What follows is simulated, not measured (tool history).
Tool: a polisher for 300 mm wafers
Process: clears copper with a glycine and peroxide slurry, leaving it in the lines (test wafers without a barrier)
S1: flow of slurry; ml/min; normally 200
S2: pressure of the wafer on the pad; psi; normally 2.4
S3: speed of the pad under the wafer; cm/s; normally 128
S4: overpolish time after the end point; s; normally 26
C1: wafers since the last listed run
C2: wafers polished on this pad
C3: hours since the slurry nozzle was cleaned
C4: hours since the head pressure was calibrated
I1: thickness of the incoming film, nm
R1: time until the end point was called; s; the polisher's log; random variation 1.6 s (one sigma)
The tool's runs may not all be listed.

| run | hour | S1 | S2 | S3 | S4 | C1 | C2 | C3 | C4 | I1 | R1 |
|---|---|---|---|---|---|---|---|---|---|---|---|
| 1 | 0.0 | 170 | 2.4 | 128 | 26 | 0 | 291 | 604.9 | 724.4 | 616.0 | 114.7 |
| 2 | 12.9 | 170 | 2.4 | 128 | 26 | 58 | 350 | 617.8 | 737.3 | 604.6 | 115.6 |
| 3 | 29.0 | 170 | 2.4 | 128 | 26 | 73 | 423 | 633.9 | 753.4 | 616.1 | 114.5 |
| 4 | 35.4 | 200 | 2.4 | 128 | 26 | 29 | 452 | 640.3 | 759.8 | 615.7 | 111.4 |
| 5 | 49.5 | 200 | 2.4 | 128 | 26 | 64 | 517 | 654.4 | 773.9 | 607.6 | 115.1 |
| 6 | 60.7 | 200 | 2.4 | 128 | 26 | 50 | 567 | 665.6 | 785.1 | 604.5 | 114.1 |
| 7 | 68.2 | 180 | 2.4 | 128 | 26 | 34 | 602 | 673.1 | 792.6 | 612.8 | 117.2 |
| 8 | 83.4 | 180 | 2.4 | 128 | 26 | 69 | 671 | 688.3 | 807.8 | 610.6 | 118.3 |
|  | 86.7 | head pressure recalibrated |
| 9 | 93.0 | 240 | 2.4 | 128 | 26 | 34 | 705 | 697.9 | 6.3 | 609.7 | 114.2 |
| 10 | 103.3 | 240 | 2.4 | 128 | 26 | 46 | 752 | 708.2 | 16.6 | 614.9 | 114.4 |
|  | 107.9 | slurry nozzle cleaned |
| 11 | 109.5 | 240 | 2.4 | 128 | 26 | 23 | 776 | 1.6 | 22.8 | 613.2 | 116.2 |
| 12 | 124.0 | 200 | 2.4 | 128 | 26 | 65 | 842 | 16.1 | 37.3 | 606.0 | 118.3 |
|  | 136.2 | worn pad replaced by a new one, of another model than before |
| 13 | 165.5 | 200 | 2.4 | 128 | 26 | 170 | 133 | 57.6 | 78.8 | 602.1 | 106.3 |
| 14 | 174.4 | 200 | 2.4 | 128 | 26 | 40 | 173 | 66.5 | 87.7 | 616.0 | 112.4 |
| 15 | 208.1 | 200 | 2.4 | 108 | 26 | 153 | 326 | 100.2 | 121.4 | 616.8 | 122.9 |
| 16 | 219.7 | 160 | 2.9 | 128 | 26 | 52 | 379 | 111.8 | 133.0 | 607.4 | 96.5 |
| 17 | 230.4 | 200 | 2.4 | 128 | 26 | 48 | 428 | 122.5 | 143.7 | 608.3 | 111.8 |
| 18 | 241.3 | 200 | 2.6 | 170 | 26 | 49 | 477 | 133.4 | 154.6 | 619.9 | 91.4 |
| 19 | 252.4 | 175 | 2.4 | 128 | 26 | 50 | 528 | 144.5 | 165.7 | 606.3 | 116.8 |
| 20 | 262.4 | 145 | 1.9 | 128 | 26 | 45 | 573 | 154.5 | 175.7 | 621.0 | 150.4 |
| 21 | 279.6 | 200 | 2.4 | 164 | 26 | 78 | 651 | 171.7 | 192.9 | 611.1 | 101.1 |
| 22 | 288.2 | 200 | 2.4 | 128 | 26 | 39 | 691 | 180.3 | 201.5 | 617.2 | 116.2 |
| 23 | 302.4 | 135 | 2.4 | 86 | 39 | 64 | 755 | 194.5 | 215.7 | 610.1 | 148.1 |
| 24 | 308.5 | 200 | 2.4 | 128 | 26 | 27 | 783 | 200.6 | 221.8 | 614.5 | 120.3 |
| 25 | 322.5 | 135 | 2.4 | 98 | 11 | 63 | 847 | 214.6 | 235.8 | 614.4 | 145.4 |
| 26 | 333.8 | 200 | 2.4 | 128 | 26 | 51 | 898 | 225.9 | 247.1 | 611.8 | 121.3 |
| 27 | 350.4 | 200 | 1.7 | 128 | 26 | 75 | 973 | 242.5 | 263.7 | 605.6 | 160.5 |
| 28 | 362.8 | 200 | 2.4 | 88 | 32 | 56 | 1030 | 254.9 | 276.1 | 606.7 | 146.6 |
|  | 367.6 | worn pad replaced by a new one |
| 29 | 376.1 | 160 | 2.7 | 128 | 26 | 42 | 38 | 268.2 | 289.4 | 616.4 | 101.3 |
| 30 | 391.3 | 200 | 2.4 | 104 | 26 | 69 | 107 | 283.4 | 304.6 | 600.1 | 122.7 |
| 31 | 401.2 | 145 | 1.7 | 128 | 26 | 45 | 152 | 293.3 | 314.5 | 609.5 | 154.3 |
| 32 | 414.4 | 235 | 2.7 | 128 | 20 | 60 | 212 | 306.5 | 327.7 | 603.1 | 97.4 |
| 33 | 420.5 | 200 | 3.1 | 128 | 26 | 27 | 240 | 312.6 | 333.8 | 596.7 | 86.9 |
| 34 | 433.1 | 200 | 2.4 | 128 | 26 | 57 | 297 | 325.2 | 346.4 | 612.5 | 113.0 |
| 35 | 441.9 | 265 | 3.1 | 142 | 34 | 40 | 337 | 334.0 | 355.2 | 604.5 | 81.3 |
| 36 | 452.3 | 260 | 2.4 | 128 | 26 | 47 | 385 | 344.4 | 365.6 | 610.1 | 113.6 |

Measured less the same run without the tool's hidden state. The same run-to-run variation is in both; the gauge's scatter may not be:
The hidden state here: removal rate lost through wear of the pad, %; slurry flow missing at the pad, %; deviation of the head's pressure from its setpoint, %.
| run | R1 |
|---|---|
| 1 | +4.9 |
| 2 | +5.7 |
| 3 | +6.7 |
| 4 | +6.9 |
| 5 | +8.1 |
| 6 | +8.7 |
| 7 | +9.4 |
| 8 | +10.5 |
| 9 | +10.7 |
| 10 | +11.4 |
| 11 | +12.0 |
| 12 | +13.1 |
| 13 | +2.5 |
| 14 | +3.2 |
| 15 | +5.8 |
| 16 | +5.2 |
| 17 | +6.7 |
| 18 | +6.0 |
| 19 | +8.4 |
| 20 | +11.6 |
| 21 | +8.8 |
| 22 | +10.6 |
| 23 | +14.7 |
| 24 | +12.3 |
| 25 | +16.1 |
| 26 | +14.2 |
| 27 | +20.3 |
| 28 | +19.5 |
| 29 | +2.2 |
| 30 | +3.7 |
| 31 | +5.5 |
| 32 | +4.2 |
| 33 | +4.0 |
| 34 | +6.1 |
| 35 | +4.7 |
| 36 | +7.2 |
